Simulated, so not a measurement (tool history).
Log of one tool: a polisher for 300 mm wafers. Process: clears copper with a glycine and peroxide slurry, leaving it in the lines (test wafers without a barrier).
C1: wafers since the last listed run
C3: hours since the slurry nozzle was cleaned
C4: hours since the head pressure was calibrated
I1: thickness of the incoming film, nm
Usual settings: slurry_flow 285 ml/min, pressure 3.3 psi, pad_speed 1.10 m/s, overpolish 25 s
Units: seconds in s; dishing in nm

{"run": 1, "hour": 0.0, "slurry_flow": 285, "pressure": 3.8, "pad_speed": 1.1, "overpolish": 19, "C1": 0, "wafers polished on this pad": 4404, "C3": 630.4, "C4": 181.0, "I1": 533.1, "seconds": 64.9, "dishing": 90.8}
{"run": 2, "hour": 89.8, "slurry_flow": 285, "pressure": 3.3, "pad_speed": 1.1, "overpolish": 25, "C1": 895, "wafers polished on this pad": 5300, "C3": 720.2, "C4": 270.8, "I1": 525.7, "seconds": 72.2, "dishing": 99.9}
{"hour": 98.8, "done": "worn pad replaced by a new one"}
{"hour": 172.1, "done": "slurry nozzle cleaned"}
{"run": 3, "hour": 175.5, "slurry_flow": 285, "pressure": 3.3, "pad_speed": 1.1, "overpolish": 25, "C1": 805, "wafers polished on this pad": 755, "C3": 3.4, "C4": 356.5, "I1": 529.4, "seconds": 72.2, "dishing": 100.7}
{"run": 4, "hour": 251.2, "slurry_flow": 285, "pressure": 3.3, "pad_speed": 1.1, "overpolish": 25, "C1": 755, "wafers polished on this pad": 1510, "C3": 79.1, "C4": 432.2, "I1": 529.7, "seconds": 71.6, "dishing": 100.0}
{"run": 5, "hour": 348.8, "slurry_flow": 285, "pressure": 3.3, "pad_speed": 1.1, "overpolish": 25, "C1": 973, "wafers polished on this pad": 2484, "C3": 176.7, "C4": 529.8, "I1": 530.6, "seconds": 73.4, "dishing": 99.4}
{"run": 6, "hour": 424.2, "slurry_flow": 285, "pressure": 3.3, "pad_speed": 1.1, "overpolish": 25, "C1": 752, "wafers polished on this pad": 3236, "C3": 252.1, "C4": 605.2, "I1": 539.8, "seconds": 76.1, "dishing": 98.8}
{"run": 7, "hour": 490.5, "slurry_flow": 285, "pressure": 3.3, "pad_speed": 1.1, "overpolish": 25, "C1": 661, "wafers polished on this pad": 3898, "C3": 318.4, "C4": 671.5, "I1": 529.0, "seconds": 73.8, "dishing": 98.0}
{"run": 8, "hour": 552.0, "slurry_flow": 285, "pressure": 3.3, "pad_speed": 1.1, "overpolish": 25, "C1": 613, "wafers polished on this pad": 4511, "C3": 379.9, "C4": 733.0, "I1": 541.7, "seconds": 73.3, "dishing": 99.6}
{"run": 9, "hour": 612.6, "slurry_flow": 285, "pressure": 3.3, "pad_speed": 1.1, "overpolish": 25, "C1": 604, "wafers polished on this pad": 5116, "C3": 440.5, "C4": 793.6, "I1": 530.9, "seconds": 73.4, "dishing": 100.0}
{"run": 10, "hour": 659.0, "slurry_flow": 285, "pressure": 3.3, "pad_speed": 1.1, "overpolish": 14, "C1": 462, "wafers polished on this pad": 5579, "C3": 486.9, "C4": 840.0, "I1": 519.6, "seconds": 71.1, "dishing": 66.4}
{"hour": 666.5, "done": "worn pad replaced by a new one"}
{"run": 11, "hour": 714.9, "slurry_flow": 285, "pressure": 3.3, "pad_speed": 1.1, "overpolish": 14, "C1": 517, "wafers polished on this pad": 483, "C3": 542.8, "C4": 895.9, "I1": 535.4, "seconds": 74.2, "dishing": 67.2}
{"run": 12, "hour": 765.2, "slurry_flow": 285, "pressure": 3.3, "pad_speed": 1.1, "overpolish": 14, "C1": 501, "wafers polished on this pad": 985, "C3": 593.1, "C4": 946.2, "I1": 527.6, "seconds": 73.6, "dishing": 66.4}
{"run": 13, "hour": 813.8, "slurry_flow": 285, "pressure": 3.3, "pad_speed": 1.1, "overpolish": 25, "C1": 484, "wafers polished on this pad": 1470, "C3": 641.7, "C4": 994.8, "I1": 537.0, "seconds": 75.7, "dishing": 98.9}
{"run": 14, "hour": 884.0, "slurry_flow": 285, "pressure": 2.6, "pad_speed": 1.3, "overpolish": 25, "C1": 700, "wafers polished on this pad": 2170, "C3": 711.9, "C4": 1065.0, "I1": 529.1, "seconds": 78.2, "dishing": 89.3}
{"run": 15, "hour": 921.7, "slurry_flow": 285, "pressure": 3.3, "pad_speed": 1.18, "overpolish": 25, "C1": 376, "wafers polished on this pad": 2546, "C3": 749.6, "C4": 1102.7, "I1": 521.9, "seconds": 70.5, "dishing": 104.0}
{"hour": 941.6, "done": "head pressure recalibrated"}
{"run": 16, "hour": 965.0, "slurry_flow": 285, "pressure": 3.3, "pad_speed": 1.18, "overpolish": 25, "C1": 412, "wafers polished on this pad": 2958, "C3": 792.9, "C4": 23.4, "I1": 525.7, "seconds": 69.0, "dishing": 102.9}
{"hour": 1009.0, "done": "slurry nozzle cleaned"}
{"run": 17, "hour": 1023.9, "slurry_flow": 285, "pressure": 2.9, "pad_speed": 1.22, "overpolish": 25, "C1": 577, "wafers polished on this pad": 3536, "C3": 14.9, "C4": 82.3, "I1": 531.6, "seconds": 77.3, "dishing": 95.8}
{"run": 18, "hour": 1097.4, "slurry_flow": 285, "pressure": 3.3, "pad_speed": 1.1, "overpolish": 14, "C1": 733, "wafers polished on this pad": 4269, "C3": 88.4, "C4": 155.8, "I1": 528.5, "seconds": 75.1, "dishing": 68.1}

Forecast run 19:
{"run": 19, "hour": 1142.1, "slurry_flow": 190, "pressure": 3.3, "pad_speed": 0.8, "overpolish": 11, "C1": 445, "wafers polished on this pad": 4715, "C3": 133.1, "C4": 200.5, "I1": 528.4, "seconds": "?", "dishing": "?"}

Run 19 gave seconds 93.9 s, dishing 44.6 nm.
Without the tool's hidden state the same run would have given seconds 93.9 s, dishing 44.6 nm.
